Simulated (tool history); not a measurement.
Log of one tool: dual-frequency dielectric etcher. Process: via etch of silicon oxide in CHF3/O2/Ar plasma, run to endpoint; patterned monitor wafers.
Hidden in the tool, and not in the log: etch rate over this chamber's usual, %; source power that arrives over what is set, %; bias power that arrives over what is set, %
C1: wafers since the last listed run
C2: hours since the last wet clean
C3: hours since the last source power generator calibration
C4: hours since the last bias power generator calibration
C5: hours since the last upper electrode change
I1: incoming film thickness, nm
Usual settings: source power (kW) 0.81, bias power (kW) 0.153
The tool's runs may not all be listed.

{"run": 1, "hour": 0.0, "source power (kW)": 0.73, "bias power (kW)": 0.153, "C1": 0, "C2": 471.8, "C3": 2921.5, "C4": 4168.4, "C5": 4283.2, "I1": 750.2, "endpoint time (s)": 361.3}
{"run": 2, "hour": 24.3, "source power (kW)": 0.73, "bias power (kW)": 0.153, "C1": 68, "C2": 496.1, "C3": 2945.8, "C4": 4192.7, "C5": 4307.5, "I1": 752.6, "endpoint time (s)": 362}
{"run": 3, "hour": 58.4, "source power (kW)": 0.73, "bias power (kW)": 0.153, "C1": 96, "C2": 530.2, "C3": 2979.9, "C4": 4226.8, "C5": 4341.6, "I1": 753.5, "endpoint time (s)": 360.8}
{"hour": 86.5, "done": "wet clean of the chamber"}
{"run": 4, "hour": 86.8, "source power (kW)": 0.73, "bias power (kW)": 0.134, "C1": 12, "C2": 0.3, "C3": 3008.3, "C4": 4255.2, "C5": 4370, "I1": 750.6, "endpoint time (s)": 391.8}
{"run": 5, "hour": 141.3, "source power (kW)": 0.81, "bias power (kW)": 0.153, "C1": 153, "C2": 54.8, "C3": 3062.8, "C4": 4309.7, "C5": 4424.5, "I1": 746.2, "endpoint time (s)": 349.6}
{"run": 6, "hour": 190.4, "source power (kW)": 0.81, "bias power (kW)": 0.153, "C1": 138, "C2": 103.9, "C3": 3111.9, "C4": 4358.8, "C5": 4473.6, "I1": 738.6, "endpoint time (s)": 346.9}
{"run": 7, "hour": 230.2, "source power (kW)": 0.81, "bias power (kW)": 0.153, "C1": 112, "C2": 143.7, "C3": 3151.7, "C4": 4398.6, "C5": 4513.4, "I1": 752.1, "endpoint time (s)": 351.7}
{"run": 8, "hour": 297.2, "source power (kW)": 0.81, "bias power (kW)": 0.153, "C1": 188, "C2": 210.7, "C3": 3218.7, "C4": 4465.6, "C5": 4580.4, "I1": 741.6, "endpoint time (s)": 345.2}
{"run": 9, "hour": 349.5, "source power (kW)": 0.81, "bias power (kW)": 0.153, "C1": 147, "C2": 263, "C3": 3271, "C4": 4517.9, "C5": 4632.7, "I1": 739.5, "endpoint time (s)": 343.6}
{"run": 10, "hour": 409.4, "source power (kW)": 0.81, "bias power (kW)": 0.153, "C1": 168, "C2": 322.9, "C3": 3330.9, "C4": 4577.8, "C5": 4692.6, "I1": 742.6, "endpoint time (s)": 343.2}
{"run": 11, "hour": 449.4, "source power (kW)": 0.88, "bias power (kW)": 0.139, "C1": 112, "C2": 362.9, "C3": 3370.9, "C4": 4617.8, "C5": 4732.6, "I1": 745.7, "endpoint time (s)": 347.5}
{"hour": 562.9, "done": "bias power generator calibrated"}
{"hour": 600.1, "done": "wet clean of the chamber"}
{"run": 12, "hour": 622.4, "source power (kW)": 0.66, "bias power (kW)": 0.125, "C1": 408, "C2": 22.3, "C3": 3543.9, "C4": 59.5, "C5": 4905.6, "I1": 748.9, "endpoint time (s)": 421.7}
{"run": 13, "hour": 668.4, "source power (kW)": 0.72, "bias power (kW)": 0.137, "C1": 129, "C2": 68.3, "C3": 3589.9, "C4": 105.5, "C5": 4951.6, "I1": 733.6, "endpoint time (s)": 380.1}
{"hour": 693.3, "done": "upper electrode replaced"}
{"run": 14, "hour": 713.6, "source power (kW)": 0.81, "bias power (kW)": 0.179, "C1": 59, "C2": 113.5, "C3": 3635.1, "C4": 150.7, "C5": 20.3, "I1": 751.1, "endpoint time (s)": 329.1}
{"hour": 749.0, "done": "source power generator calibrated"}
{"run": 15, "hour": 750.1, "source power (kW)": 0.99, "bias power (kW)": 0.143, "C1": 91, "C2": 150, "C3": 1.1, "C4": 187.2, "C5": 56.8, "I1": 745.1, "endpoint time (s)": 327.9}
{"run": 16, "hour": 789.0, "source power (kW)": 0.9, "bias power (kW)": 0.119, "C1": 109, "C2": 188.9, "C3": 40, "C4": 226.1, "C5": 95.7, "I1": 745.2, "endpoint time (s)": 371.9}
{"run": 17, "hour": 826.0, "source power (kW)": 0.81, "bias power (kW)": 0.153, "C1": 104, "C2": 225.9, "C3": 77, "C4": 263.1, "C5": 132.7, "I1": 748.9, "endpoint time (s)": 349.6}
{"run": 18, "hour": 888.0, "source power (kW)": 0.81, "bias power (kW)": 0.153, "C1": 174, "C2": 287.9, "C3": 139, "C4": 325.1, "C5": 194.7, "I1": 742.6, "endpoint time (s)": 347.1}
{"run": 19, "hour": 923.2, "source power (kW)": 0.92, "bias power (kW)": 0.172, "C1": 99, "C2": 323.1, "C3": 174.2, "C4": 360.3, "C5": 229.9, "I1": 747, "endpoint time (s)": 313.4}
{"run": 20, "hour": 953.2, "source power (kW)": 0.81, "bias power (kW)": 0.153, "C1": 84, "C2": 353.1, "C3": 204.2, "C4": 390.3, "C5": 259.9, "I1": 742.1, "endpoint time (s)": 342.9}

The same runs without the tool's hidden state, with the same run-to-run variation:
run=1 endpoint_time_(s)=370.1
run=2 endpoint_time_(s)=371.2
run=3 endpoint_time_(s)=370.5
run=4 endpoint_time_(s)=391.6
run=5 endpoint_time_(s)=350.3
run=6 endpoint_time_(s)=348.3
run=7 endpoint_time_(s)=353.8
run=8 endpoint_time_(s)=348.3
run=9 endpoint_time_(s)=347.4
run=10 endpoint_time_(s)=347.9
run=11 endpoint_time_(s)=352.9
run=12 endpoint_time_(s)=421.3
run=13 endpoint_time_(s)=380.5
run=14 endpoint_time_(s)=330.1
run=15 endpoint_time_(s)=329.4
run=16 endpoint_time_(s)=374.3
run=17 endpoint_time_(s)=352.4
run=18 endpoint_time_(s)=350.8
run=19 endpoint_time_(s)=317.2
run=20 endpoint_time_(s)=347.6
